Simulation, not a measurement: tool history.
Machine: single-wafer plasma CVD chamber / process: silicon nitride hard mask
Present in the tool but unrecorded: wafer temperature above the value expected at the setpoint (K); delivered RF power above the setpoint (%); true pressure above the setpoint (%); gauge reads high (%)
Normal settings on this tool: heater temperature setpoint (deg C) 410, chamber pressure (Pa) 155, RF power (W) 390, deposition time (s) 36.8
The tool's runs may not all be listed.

| run | hour | heater temperature setpoint (deg C) | chamber pressure (Pa) | RF power (W) | deposition time (s) | wafers since the last listed run | hours since the last thermocouple change | hours since the last RF generator calibration | hours since the last manometer calibration | hours since the showerhead was replaced | hours since the gauge calibration | read-back reference wafer on the same gauge, thickness_nm | mean film thickness on the monitor wafer (nm) |
|---|---|---|---|---|---|---|---|---|---|---|---|---|---|
| 1 | 0.0 | 410 | 155 | 390 | 36.8 | 0 | 42.9 | 2329.1 | 252.1 | 4186.0 | 2879.5 | 51.917 | 45.981 |
|  | 31.8 | gauge calibrated |
| 2 | 39.4 | 410 | 155 | 390 | 36.8 | 594 | 82.3 | 2368.5 | 291.5 | 4225.4 | 7.6 | 51.905 | 45.964 |
| 3 | 87.1 | 410 | 155 | 390 | 36.8 | 719 | 130.0 | 2416.2 | 339.2 | 4273.1 | 55.3 | 51.892 | 45.947 |
| 4 | 116.9 | 410 | 155 | 390 | 36.8 | 449 | 159.8 | 2446.0 | 369.0 | 4302.9 | 85.1 | 51.862 | 45.863 |
| 5 | 163.9 | 410 | 155 | 390 | 36.8 | 709 | 206.8 | 2493.0 | 416.0 | 4349.9 | 132.1 | 51.875 | 46.050 |
| 6 | 361.4 | 410 | 155 | 390 | 36.8 | 2979 | 404.3 | 2690.5 | 613.5 | 4547.4 | 329.6 | 51.907 | 45.866 |
| 7 | 395.0 | 417 | 155 | 360 | 42.8 | 506 | 437.9 | 2724.1 | 647.1 | 4581.0 | 363.2 | 51.898 | 50.270 |
| 8 | 421.3 | 410 | 155 | 390 | 36.8 | 396 | 464.2 | 2750.4 | 673.4 | 4607.3 | 389.5 | 51.900 | 45.934 |
|  | 485.6 | RF generator calibrated |
| 9 | 557.3 | 410 | 165 | 425 | 29.5 | 1931 | 600.2 | 71.7 | 809.4 | 4743.3 | 525.5 | 51.887 | 39.635 |
| 10 | 592.5 | 403 | 167 | 390 | 36.8 | 531 | 635.4 | 106.9 | 844.6 | 4778.5 | 560.7 | 51.889 | 46.661 |
| 11 | 625.2 | 397 | 155 | 320 | 36.8 | 493 | 668.1 | 139.6 | 877.3 | 4811.2 | 593.4 | 51.904 | 39.366 |
|  | 661.6 | showerhead replaced |
| 12 | 682.8 | 410 | 179 | 390 | 41.0 | 748 | 725.7 | 197.2 | 934.9 | 21.2 | 651.0 | 51.883 | 53.162 |
| 13 | 732.5 | 410 | 155 | 450 | 29.9 | 749 | 775.4 | 246.9 | 984.6 | 70.9 | 700.7 | 51.862 | 40.746 |
| 14 | 771.1 | 410 | 155 | 435 | 43.1 | 582 | 814.0 | 285.5 | 1023.2 | 109.5 | 739.3 | 51.895 | 57.140 |
| 15 | 819.5 | 402 | 155 | 390 | 41.4 | 730 | 862.4 | 333.9 | 1071.6 | 157.9 | 787.7 | 51.887 | 51.125 |
|  | 856.8 | RF generator calibrated, repeated, since the last time left the tool worse |
| 16 | 871.0 | 406 | 155 | 390 | 31.9 | 656 | 913.9 | 14.2 | 1123.1 | 209.4 | 839.2 | 51.889 | 40.641 |
| 17 | 921.2 | 396 | 155 | 440 | 36.8 | 757 | 964.1 | 64.4 | 1173.3 | 259.6 | 889.4 | 51.897 | 50.993 |
| 18 | 986.5 | 403 | 155 | 390 | 36.8 | 985 | 1029.4 | 129.7 | 1238.6 | 324.9 | 954.7 | 51.873 | 47.078 |
| 19 | 1036.6 | 410 | 155 | 415 | 43.7 | 755 | 1079.5 | 179.8 | 1288.7 | 375.0 | 1004.8 | 51.935 | 57.937 |

The next listed run, before its measurement:
| 20 | 1068.0 | 410 | 133 | 425 | 36.8 | 473 | 1110.9 | 211.2 | 1320.1 | 406.4 | 1036.2 | ? | ? |

Run 20 came out at read-back reference wafer on the same gauge, thickness_nm 51.931, mean film thickness on the monitor wafer (nm) 46.712.
With no hidden state in the tool, this same run would have given mean film thickness on the monitor wafer (nm) 46.795.

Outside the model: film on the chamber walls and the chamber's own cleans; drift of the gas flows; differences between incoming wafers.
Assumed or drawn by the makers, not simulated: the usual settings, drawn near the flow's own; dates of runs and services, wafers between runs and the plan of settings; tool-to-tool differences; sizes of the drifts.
